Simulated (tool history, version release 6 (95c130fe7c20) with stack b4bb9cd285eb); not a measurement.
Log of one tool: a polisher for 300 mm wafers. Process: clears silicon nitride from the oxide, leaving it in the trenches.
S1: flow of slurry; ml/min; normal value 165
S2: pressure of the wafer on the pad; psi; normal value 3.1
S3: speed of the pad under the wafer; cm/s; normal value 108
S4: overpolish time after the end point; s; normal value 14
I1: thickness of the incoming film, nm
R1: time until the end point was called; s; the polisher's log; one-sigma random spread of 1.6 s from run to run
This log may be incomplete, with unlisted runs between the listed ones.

Run 1, hour 0.0: usual settings but S2 2.4 psi, S3 92 cm/s; I1 114.6. Result: R1 125.4 s.
At hour 17.9: slurry nozzle cleaned.
At hour 29.6: worn pad replaced by a new one.
Run 2, hour 47.6: usual settings but S4 12 s; I1 116.1. Result: R1 81.9 s.
Run 3, hour 96.2: usual settings but S4 12 s; I1 114.4. Result: R1 84.9 s.
Run 4, hour 167.2: usual settings but S4 12 s; I1 114.9. Result: R1 82.6 s.
At hour 196.3: worn pad replaced by a new one.
Run 5, hour 206.8: usual settings; I1 114.9. Result: R1 79.9 s.
Run 6, hour 272.6: usual settings; I1 115.1. Result: R1 86.8 s.
At hour 300.2: slurry nozzle cleaned.
Run 7, hour 324.0: usual settings; I1 116.1. Result: R1 86.1 s.
At hour 358.5: worn pad replaced by a new one.
Run 8, hour 367.0: usual settings but S4 12 s; I1 114.1. Result: R1 85.6 s.
Run 9, hour 402.9: usual settings but S2 3.5 psi, S3 130 cm/s, S4 18 s; I1 115.1. Result: R1 64.5 s.
At hour 551.0: worn pad replaced by a new one.
At hour 564.5: slurry nozzle cleaned.
At hour 584.0: head pressure recalibrated.
Run 10, hour 603.8: usual settings but S2 2.8 psi, S3 138 cm/s; I1 114.2. Result: R1 66.4 s.
Run 11, hour 646.7: usual settings but S1 200 ml/min, S2 3.5 psi; I1 115.5. Result: R1 70.3 s.
At hour 753.4: worn pad replaced by a new one.
Run 12, hour 789.7: usual settings but S4 11 s; I1 115.5. Result: R1 81.8 s.
Run 13, hour 850.6: usual settings; I1 115.1. Result: R1 83.4 s.
At hour 890.7: slurry nozzle cleaned.
Run 14, hour 895.7: usual settings but S2 2.7 psi, S3 132 cm/s, S4 7 s; I1 114.5. Result: R1 78.6 s.

The tool's hidden state at each run:
removal rate lost through wear of the pad, %: 0 in every run
slurry flow missing at the pad, %: 0 in every run
H1: deviation of the head's pressure from its setpoint, %
run       H1
  1    -2.64
  2    -3.21
  3    -3.79
  4    -4.64
  5    -5.11
  6     -5.9
  7    -6.51
  8    -7.02
  9    -7.45
 10  -0.0334
 11   -0.545
 12    -2.25
 13    -2.98
 14    -3.52
